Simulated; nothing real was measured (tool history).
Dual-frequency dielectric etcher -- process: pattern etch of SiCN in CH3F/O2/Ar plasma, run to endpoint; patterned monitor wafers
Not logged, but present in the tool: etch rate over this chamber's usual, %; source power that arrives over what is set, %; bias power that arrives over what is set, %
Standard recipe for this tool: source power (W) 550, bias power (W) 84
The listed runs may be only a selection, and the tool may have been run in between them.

| run | day | source power (W) | bias power (W) | wafers since the last listed run | hours since the last wet clean | hours since the last source power generator calibration | hours since the last bias power generator calibration | hours since the last upper electrode change | incoming incoming film thickness, nm | endpoint time (s) |
|---|---|---|---|---|---|---|---|---|---|---|
| 1 | 0 | 550 | 84 | 0 | 375.4 | 1742.8 | 857.6 | 1667.7 | 11.86 | 28.1 |
|  | 1.925 | wet clean of the chamber |
| 2 | 2.225 | 550 | 84 | 357 | 7.2 | 1796.2 | 911 | 1721.1 | 11.95 | 29.3 |
| 3 | 5.771 | 550 | 93 | 1033 | 92.3 | 1881.3 | 996.1 | 1806.2 | 11.85 | 28 |
| 4 | 9.808 | 550 | 93 | 1177 | 189.2 | 1978.2 | 1093 | 1903.1 | 11.96 | 28 |
| 5 | 13.496 | 550 | 93 | 1075 | 277.7 | 2066.7 | 1181.5 | 1991.6 | 11.88 | 27.3 |
| 6 | 16.467 | 550 | 84 | 866 | 349 | 2138 | 1252.8 | 2062.9 | 11.92 | 28.2 |
| 7 | 18.108 | 550 | 84 | 478 | 388.4 | 2177.4 | 1292.2 | 2102.3 | 11.95 | 28.4 |
|  | 19.625 | wet clean of the chamber |
| 8 | 22.538 | 550 | 84 | 999 | 69.9 | 2283.7 | 1398.5 | 2208.6 | 11.9 | 28.8 |
|  | 25.321 | upper electrode replaced |
| 9 | 25.342 | 550 | 84 | 526 | 137.2 | 2351 | 1465.8 | 0.5 | 11.91 | 28.8 |
| 10 | 27.088 | 500 | 84 | 508 | 179.1 | 2392.9 | 1507.7 | 42.4 | 11.92 | 29.8 |
| 11 | 30.196 | 480 | 77 | 906 | 253.7 | 2467.5 | 1582.3 | 117 | 11.96 | 31.1 |
|  | 31.958 | source power generator calibrated |
| 12 | 32.521 | 550 | 71 | 629 | 309.5 | 13.5 | 1638.1 | 172.8 | 11.95 | 30 |
|  | 35.142 | wet clean of the chamber |
|  | 35.229 | bias power generator calibrated |
| 13 | 35.329 | 690 | 78 | 501 | 4.5 | 80.9 | 2.4 | 240.2 | 11.73 | 26.6 |
| 14 | 43.562 | 670 | 64 | 2400 | 202.1 | 278.5 | 200 | 437.8 | 11.85 | 28.5 |
| 15 | 45.775 | 550 | 77 | 645 | 255.2 | 331.6 | 253.1 | 490.9 | 11.86 | 29.3 |

Each row is a separate what-if for the run after 15, all from the same tool condition, not one after another. Results?
| A | 45.792 | 550 | 84 | 4 | 255.6 | 332 | 253.5 | 491.3 | 12.04 | ? |
| B | 45.792 | 500 | 92 | 4 | 255.6 | 332 | 253.5 | 491.3 | 12.04 | ? |
| C | 45.792 | 450 | 71 | 4 | 255.6 | 332 | 253.5 | 491.3 | 12.04 | ? |
| D | 45.792 | 680 | 98 | 4 | 255.6 | 332 | 253.5 | 491.3 | 12.04 | ? |
| E | 45.792 | 620 | 103 | 4 | 255.6 | 332 | 253.5 | 491.3 | 12.04 | ? |

| run | endpoint time (s) |
|---|---|
| A | 28.6 |
| B | 28.9 |
| C | 32.8 |
| D | 25 |
| E | 25.5 |
Take away the tool's hidden state, keep each run's random variation, and the runs would have read:
| run | endpoint time (s) |
|---|---|
| A | 29.4 |
| B | 29.7 |
| C | 33.7 |
| D | 25.7 |
| E | 26.2 |

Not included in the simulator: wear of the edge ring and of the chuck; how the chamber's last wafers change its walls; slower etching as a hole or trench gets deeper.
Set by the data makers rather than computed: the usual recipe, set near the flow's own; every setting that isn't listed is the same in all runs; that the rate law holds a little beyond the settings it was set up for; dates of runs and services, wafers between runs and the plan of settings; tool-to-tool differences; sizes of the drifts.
